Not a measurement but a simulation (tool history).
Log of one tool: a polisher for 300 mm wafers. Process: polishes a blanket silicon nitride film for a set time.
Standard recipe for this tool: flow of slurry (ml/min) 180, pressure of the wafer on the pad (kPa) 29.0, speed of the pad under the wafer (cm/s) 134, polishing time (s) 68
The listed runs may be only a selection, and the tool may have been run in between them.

run   hour  flow of slurry (ml/min)  pressure of the wafer on the pad (kPa)  speed of the pad under the wafer (cm/s)  polishing time (s)  wafers since the last listed run  wafers polished on this pad  hours since the slurry nozzle was cleaned  hours since the head pressure was calibrated  incoming thickness of the incoming film, nm  film removed (angstrom)
  1    0.0                      180                                    29.0                                      168                  68                                 0                          872                                      140.4                                         707.3                                        941.3                     2528
  2   45.1                      180                                    29.0                                      168                  68                               443                         1316                                      185.5                                         752.4                                        952.1                     2470
      99.5  -- worn pad replaced by a new one
  3  113.6                      180                                    29.0                                      168                  68                               634                          138                                      254.0                                         820.9                                        957.8                     2691
  4  154.8                      180                                    29.0                                      134                  68                               405                          544                                      295.2                                         862.1                                        947.1                     2275
  5  192.4                      180                                    29.0                                      134                  68                               369                          913                                      332.8                                         899.7                                        953.2                     2263
  6  245.2                      140                                    29.0                                      134                  68                               519                         1433                                      385.6                                         952.5                                        937.7                     2025
     288.4  -- worn pad replaced by a new one
  7  294.9                      140                                    29.0                                      134                  68                               449                           64                                      435.3                                        1002.2                                        952.3                     2257
  8  363.4                      180                                    29.0                                      134                  68                               673                          737                                      503.8                                        1070.7                                        955.4                     2294
  9  409.7                      180                                    29.0                                      134                  68                               455                         1193                                      550.1                                        1117.0                                        962.0                     2226
     445.5  -- worn pad replaced by a new one
 10  449.4                      180                                    29.0                                      134                  68                               351                           38                                      589.8                                        1156.7                                        945.3                     2375
 11  474.2                      180                                    29.0                                      134                  68                               243                          281                                      614.6                                        1181.5                                        939.0                     2383
     490.5  -- head pressure recalibrated
 12  517.7                      180                                    29.0                                      176                  68                               408                          690                                      658.1                                          27.2                                        940.4                     2436

Predict the results of run 13:
 13  586.3                      180                                    29.0                                      176                  56                               674                         1364                                      726.7                                          95.8                                        955.7                        ?

film removed (angstrom): 1877
Without the tool's hidden state the same run would have given film removed (angstrom) 2098.
